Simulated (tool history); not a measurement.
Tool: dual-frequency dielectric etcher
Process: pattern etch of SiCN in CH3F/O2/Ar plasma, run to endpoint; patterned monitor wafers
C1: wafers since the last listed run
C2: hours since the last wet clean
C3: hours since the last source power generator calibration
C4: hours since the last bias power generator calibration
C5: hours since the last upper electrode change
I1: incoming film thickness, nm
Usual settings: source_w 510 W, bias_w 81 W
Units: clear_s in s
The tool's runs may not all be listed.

Run 1, hour 0.0: usual settings; C1 0; C2 354.0; C3 2242.7; C4 2974.5; C5 4126.5; I1 13.41. Result: clear_s 31.1 s.
Run 2, hour 24.0: usual settings; C1 335; C2 378.0; C3 2266.7; C4 2998.5; C5 4150.5; I1 13.44. Result: clear_s 31.1 s.
Run 3, hour 52.5: usual settings but source_w 470 W, bias_w 74 W; C1 398; C2 406.5; C3 2295.2; C4 3027.0; C5 4179.0; I1 13.54. Result: clear_s 32.9 s.
Run 4, hour 80.4: usual settings but source_w 470 W, bias_w 74 W; C1 390; C2 434.4; C3 2323.1; C4 3054.9; C5 4206.9; I1 13.40. Result: clear_s 32.3 s.
Run 5, hour 101.1: usual settings but source_w 470 W, bias_w 74 W; C1 289; C2 455.1; C3 2343.8; C4 3075.6; C5 4227.6; I1 13.29. Result: clear_s 32.0 s.
Run 6, hour 146.1: usual settings; C1 629; C2 500.1; C3 2388.8; C4 3120.6; C5 4272.6; I1 13.30. Result: clear_s 30.5 s.
Run 7, hour 166.9: usual settings; C1 291; C2 520.9; C3 2409.6; C4 3141.4; C5 4293.4; I1 13.48. Result: clear_s 30.7 s.
Run 8, hour 191.6: usual settings; C1 345; C2 545.6; C3 2434.3; C4 3166.1; C5 4318.1; I1 13.49. Result: clear_s 30.8 s.
Run 9, hour 204.9: usual settings; C1 186; C2 558.9; C3 2447.6; C4 3179.4; C5 4331.4; I1 13.28. Result: clear_s 30.1 s.
Run 10, hour 230.1: usual settings but source_w 590 W, bias_w 76 W; C1 352; C2 584.1; C3 2472.8; C4 3204.6; C5 4356.6; I1 13.25. Result: clear_s 29.1 s.
Run 11, hour 252.2: usual settings but source_w 400 W, bias_w 67 W; C1 309; C2 606.2; C3 2494.9; C4 3226.7; C5 4378.7; I1 13.36. Result: clear_s 34.6 s.
At hour 286.6: wet clean of the chamber.
Run 12, hour 287.1: usual settings but source_w 470 W, bias_w 73 W; C1 152; C2 0.5; C3 2529.8; C4 3261.6; C5 4413.6; I1 13.49. Result: clear_s 33.9 s.
Run 13, hour 294.7: usual settings but source_w 590 W, bias_w 94 W; C1 106; C2 8.1; C3 2537.4; C4 3269.2; C5 4421.2; I1 13.35. Result: clear_s 28.9 s.
At hour 330.0: bias power generator calibrated.
At hour 331.0: upper electrode replaced, of another model than before.
Run 14, hour 346.4: usual settings but source_w 630 W; C1 653; C2 59.8; C3 2589.1; C4 16.4; C5 15.4; I1 13.37. Result: clear_s 28.1 s.
Run 15, hour 359.3: usual settings but source_w 430 W, bias_w 62 W; C1 180; C2 72.7; C3 2602.0; C4 29.3; C5 28.3; I1 13.32. Result: clear_s 37.8 s.
Run 16, hour 388.6: usual settings; C1 410; C2 102.0; C3 2631.3; C4 58.6; C5 57.6; I1 13.54. Result: clear_s 32.1 s.
Run 17, hour 417.9: usual settings but source_w 410 W, bias_w 64 W; C1 410; C2 131.3; C3 2660.6; C4 87.9; C5 86.9; I1 13.39. Result: clear_s 38.8 s.
Run 18, hour 435.2: usual settings but source_w 420 W, bias_w 67 W; C1 242; C2 148.6; C3 2677.9; C4 105.2; C5 104.2; I1 13.29. Result: clear_s 37.3 s.
Run 19, hour 465.6: usual settings but source_w 590 W, bias_w 96 W; C1 425; C2 179.0; C3 2708.3; C4 135.6; C5 134.6; I1 13.54. Result: clear_s 27.1 s.
Run 20, hour 490.1: usual settings but source_w 400 W, bias_w 97 W; C1 342; C2 203.5; C3 2732.8; C4 160.1; C5 159.1; I1 13.45. Result: clear_s 32.7 s.
At hour 515.8: source power generator calibrated.
Run 21, hour 525.5: usual settings; C1 439; C2 238.9; C3 9.7; C4 195.5; C5 194.5; I1 13.42. Result: clear_s 31.0 s.
Run 22, hour 554.7: usual settings but source_w 610 W, bias_w 70 W; C1 408; C2 268.1; C3 38.9; C4 224.7; C5 223.7; I1 13.35. Result: clear_s 30.3 s.
Run 23, hour 584.0: usual settings but source_w 390 W, bias_w 68 W; C1 410; C2 297.4; C3 68.2; C4 254.0; C5 253.0; I1 13.26. Result: clear_s 37.7 s.
Run 24, hour 610.7: usual settings but source_w 380 W, bias_w 93 W; C1 373; C2 324.1; C3 94.9; C4 280.7; C5 279.7; I1 13.37. Result: clear_s 33.8 s.
Run 25, hour 623.1: usual settings; C1 173; C2 336.5; C3 107.3; C4 293.1; C5 292.1; I1 13.43. Result: clear_s 31.2 s.
Run 26, hour 653.6: usual settings but source_w 410 W, bias_w 89 W; C1 426; C2 367.0; C3 137.8; C4 323.6; C5 322.6; I1 13.44. Result: clear_s 33.2 s.
Run 27, hour 683.0: usual settings but source_w 610 W, bias_w 67 W; C1 411; C2 396.4; C3 167.2; C4 353.0; C5 352.0; I1 13.46. Result: clear_s 30.4 s.
Run 28, hour 713.6: usual settings but source_w 430 W, bias_w 72 W; C1 428; C2 427.0; C3 197.8; C4 383.6; C5 382.6; I1 13.41. Result: clear_s 35.2 s.
Run 29, hour 735.8: usual settings but source_w 580 W, bias_w 90 W; C1 310; C2 449.2; C3 220.0; C4 405.8; C5 404.8; I1 13.31. Result: clear_s 27.3 s.
Run 30, hour 749.6: usual settings but source_w 600 W; C1 193; C2 463.0; C3 233.8; C4 419.6; C5 418.6; I1 13.31. Result: clear_s 27.9 s.
Run 31, hour 765.8: usual settings but bias_w 100 W; C1 226; C2 479.2; C3 250.0; C4 435.8; C5 434.8; I1 13.27. Result: clear_s 27.9 s.
Run 32, hour 801.2: usual settings but source_w 440 W, bias_w 100 W; C1 495; C2 514.6; C3 285.4; C4 471.2; C5 470.2; I1 13.36. Result: clear_s 29.9 s.
Run 33, hour 819.8: usual settings but source_w 600 W, bias_w 98 W; C1 260; C2 533.2; C3 304.0; C4 489.8; C5 488.8; I1 13.42. Result: clear_s 26.1 s.
At hour 890.7: wet clean of the chamber.
Run 34, hour 891.2: usual settings; C1 663; C2 0.5; C3 375.4; C4 561.2; C5 560.2; I1 13.39. Result: clear_s 31.4 s.

Forecast each of these 5 alternatives for the next run:
Run A, hour 891.6: usual settings but bias_w 75 W; C1 5; C2 0.9; C3 375.8; C4 561.6; C5 560.6; I1 13.29. Result: clear_s ?.
Run B, hour 891.6: usual settings but source_w 420 W, bias_w 99 W; C1 5; C2 0.9; C3 375.8; C4 561.6; C5 560.6; I1 13.29. Result: clear_s ?.
Run C, hour 891.6: usual settings but source_w 610 W; C1 5; C2 0.9; C3 375.8; C4 561.6; C5 560.6; I1 13.29. Result: clear_s ?.
Run D, hour 891.6: usual settings but source_w 400 W; C1 5; C2 0.9; C3 375.8; C4 561.6; C5 560.6; I1 13.29. Result: clear_s ?.
Run E, hour 891.6: usual settings but source_w 420 W, bias_w 74 W; C1 5; C2 0.9; C3 375.8; C4 561.6; C5 560.6; I1 13.29. Result: clear_s ?.

run  clear_s
  A     32.6
  B     32.1
  C     28.9
  D     35.9
  E     36.3
Without the tool's hidden state the same runs would have given:
run  clear_s
  A     32.7
  B     32.2
  C     29.0
  D     36.0
  E     36.4
